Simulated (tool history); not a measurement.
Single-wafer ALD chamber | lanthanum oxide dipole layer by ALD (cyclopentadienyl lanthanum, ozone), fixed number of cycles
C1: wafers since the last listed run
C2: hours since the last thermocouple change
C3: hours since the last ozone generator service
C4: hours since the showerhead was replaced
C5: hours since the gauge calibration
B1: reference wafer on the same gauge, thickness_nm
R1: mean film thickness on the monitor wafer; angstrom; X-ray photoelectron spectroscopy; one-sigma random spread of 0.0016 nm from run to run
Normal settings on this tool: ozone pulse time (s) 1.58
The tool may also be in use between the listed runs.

{"run": 1, "day": 0.0, "ozone pulse time (s)": 1.58, "C1": 0, "C2": 771, "C3": 591.7, "C4": 620.3, "C5": 1581.5, "B1": 0.604, "R1": 5.43}
{"day": 5.204, "done": "thermocouple changed; heater temperature recalibrated"}
{"run": 2, "day": 10.217, "ozone pulse time (s)": 1.58, "C1": 2732, "C2": 120.3, "C3": 836.9, "C4": 865.5, "C5": 1826.7, "B1": 0.604, "R1": 5.45}
{"run": 3, "day": 13.925, "ozone pulse time (s)": 1.88, "C1": 1025, "C2": 209.3, "C3": 925.9, "C4": 954.5, "C5": 1915.7, "B1": 0.605, "R1": 5.54}
{"run": 4, "day": 15.912, "ozone pulse time (s)": 1.88, "C1": 549, "C2": 257, "C3": 973.6, "C4": 1002.2, "C5": 1963.4, "B1": 0.605, "R1": 5.54}
{"run": 5, "day": 18.354, "ozone pulse time (s)": 1.88, "C1": 675, "C2": 315.6, "C3": 1032.2, "C4": 1060.8, "C5": 2022, "B1": 0.606, "R1": 5.58}
{"run": 6, "day": 21.167, "ozone pulse time (s)": 1.79, "C1": 777, "C2": 383.1, "C3": 1099.7, "C4": 1128.3, "C5": 2089.5, "B1": 0.606, "R1": 5.52}
{"run": 7, "day": 23.079, "ozone pulse time (s)": 1.79, "C1": 528, "C2": 429, "C3": 1145.6, "C4": 1174.2, "C5": 2135.4, "B1": 0.606, "R1": 5.53}
{"run": 8, "day": 26.871, "ozone pulse time (s)": 1.58, "C1": 1048, "C2": 520, "C3": 1236.6, "C4": 1265.2, "C5": 2226.4, "B1": 0.607, "R1": 5.47}
{"run": 9, "day": 29.546, "ozone pulse time (s)": 1.58, "C1": 739, "C2": 584.2, "C3": 1300.8, "C4": 1329.4, "C5": 2290.6, "B1": 0.607, "R1": 5.45}
{"run": 10, "day": 33.042, "ozone pulse time (s)": 1.58, "C1": 966, "C2": 668.1, "C3": 1384.7, "C4": 1413.3, "C5": 2374.5, "B1": 0.607, "R1": 5.44}
{"day": 44.008, "done": "thermocouple changed; heater temperature recalibrated"}
{"run": 11, "day": 44.658, "ozone pulse time (s)": 1.58, "C1": 3120, "C2": 15.6, "C3": 1663.5, "C4": 1692.1, "C5": 2653.3, "B1": 0.608, "R1": 5.47}
{"run": 12, "day": 46.571, "ozone pulse time (s)": 1.58, "C1": 528, "C2": 61.5, "C3": 1709.4, "C4": 1738, "C5": 2699.2, "B1": 0.608, "R1": 5.48}
{"day": 47.462, "done": "ozone generator serviced"}
{"run": 13, "day": 53.275, "ozone pulse time (s)": 1.58, "C1": 1761, "C2": 222.4, "C3": 139.5, "C4": 1898.9, "C5": 2860.1, "B1": 0.609, "R1": 5.5}
{"run": 14, "day": 56.829, "ozone pulse time (s)": 1.58, "C1": 982, "C2": 307.7, "C3": 224.8, "C4": 1984.2, "C5": 2945.4, "B1": 0.609, "R1": 5.49}
{"day": 59.138, "done": "gauge calibrated"}
{"run": 15, "day": 59.462, "ozone pulse time (s)": 1.58, "C1": 728, "C2": 370.9, "C3": 288, "C4": 2047.4, "C5": 7.8, "B1": 0.597, "R1": 5.38}
{"run": 16, "day": 62.667, "ozone pulse time (s)": 1.58, "C1": 886, "C2": 447.8, "C3": 364.9, "C4": 2124.3, "C5": 84.7, "B1": 0.598, "R1": 5.4}
{"run": 17, "day": 65.296, "ozone pulse time (s)": 1.2, "C1": 727, "C2": 510.9, "C3": 428, "C4": 2187.4, "C5": 147.8, "B1": 0.598, "R1": 5.07}
{"run": 18, "day": 76.371, "ozone pulse time (s)": 1.87, "C1": 3062, "C2": 776.7, "C3": 693.8, "C4": 2453.2, "C5": 413.6, "B1": 0.6, "R1": 5.51}
{"run": 19, "day": 79.754, "ozone pulse time (s)": 1.58, "C1": 935, "C2": 857.9, "C3": 775, "C4": 2534.4, "C5": 494.8, "B1": 0.6, "R1": 5.41}
{"day": 82.658, "done": "thermocouple changed; heater temperature recalibrated"}
{"run": 20, "day": 82.679, "ozone pulse time (s)": 1.39, "C1": 716, "C2": 0.5, "C3": 845.2, "C4": 2604.6, "C5": 565, "B1": 0.599, "R1": 5.29}
{"run": 21, "day": 86.667, "ozone pulse time (s)": 1.58, "C1": 1102, "C2": 96.2, "C3": 940.9, "C4": 2700.3, "C5": 660.7, "B1": 0.6, "R1": 5.38}
{"run": 22, "day": 90.475, "ozone pulse time (s)": 2.03, "C1": 1053, "C2": 187.6, "C3": 1032.3, "C4": 2791.7, "C5": 752.1, "B1": 0.6, "R1": 5.55}
{"day": 92.258, "done": "showerhead replaced"}
{"run": 23, "day": 92.75, "ozone pulse time (s)": 1.58, "C1": 536, "C2": 242.2, "C3": 1086.9, "C4": 11.8, "C5": 806.7, "B1": 0.6, "R1": 5.4}
{"run": 24, "day": 96.771, "ozone pulse time (s)": 2.02, "C1": 1111, "C2": 338.7, "C3": 1183.4, "C4": 108.3, "C5": 903.2, "B1": 0.601, "R1": 5.53}
{"run": 25, "day": 99.2, "ozone pulse time (s)": 1.38, "C1": 671, "C2": 397, "C3": 1241.7, "C4": 166.6, "C5": 961.5, "B1": 0.601, "R1": 5.29}
{"run": 26, "day": 101.312, "ozone pulse time (s)": 1.78, "C1": 584, "C2": 447.7, "C3": 1292.4, "C4": 217.3, "C5": 1012.2, "B1": 0.601, "R1": 5.5}
{"run": 27, "day": 104.612, "ozone pulse time (s)": 0.96, "C1": 912, "C2": 526.9, "C3": 1371.6, "C4": 296.5, "C5": 1091.4, "B1": 0.602, "R1": 4.78}
{"run": 28, "day": 111.8, "ozone pulse time (s)": 1.24, "C1": 1987, "C2": 699.4, "C3": 1544.1, "C4": 469, "C5": 1263.9, "B1": 0.602, "R1": 5.17}
{"run": 29, "day": 113.367, "ozone pulse time (s)": 2.11, "C1": 433, "C2": 737, "C3": 1581.7, "C4": 506.6, "C5": 1301.5, "B1": 0.603, "R1": 5.56}
{"run": 30, "day": 115.171, "ozone pulse time (s)": 1.77, "C1": 498, "C2": 780.3, "C3": 1625, "C4": 549.9, "C5": 1344.8, "B1": 0.602, "R1": 5.51}
{"run": 31, "day": 116.858, "ozone pulse time (s)": 1.92, "C1": 466, "C2": 820.8, "C3": 1665.5, "C4": 590.4, "C5": 1385.3, "B1": 0.603, "R1": 5.54}
{"run": 32, "day": 119.858, "ozone pulse time (s)": 1.35, "C1": 829, "C2": 892.8, "C3": 1737.5, "C4": 662.4, "C5": 1457.3, "B1": 0.603, "R1": 5.26}

Predict each of these 3 candidate next runs independently; none follows another, all start after run 32:
{"run": "A", "day": 119.875, "ozone pulse time (s)": 2.12, "C1": 4, "C2": 893.2, "C3": 1737.9, "C4": 662.8, "C5": 1457.7, "B1": "?", "R1": "?"}
{"run": "B", "day": 119.875, "ozone pulse time (s)": 1.95, "C1": 4, "C2": 893.2, "C3": 1737.9, "C4": 662.8, "C5": 1457.7, "B1": "?", "R1": "?"}
{"run": "C", "day": 119.875, "ozone pulse time (s)": 2.19, "C1": 4, "C2": 893.2, "C3": 1737.9, "C4": 662.8, "C5": 1457.7, "B1": "?", "R1": "?"}

run=A B1=0.604 R1=5.6
run=B B1=0.604 R1=5.57
run=C B1=0.604 R1=5.61
With the hidden condition removed and each run's random variation left untouched, the same runs would have given:
run=A R1=5.55
run=B R1=5.52
run=C R1=5.56
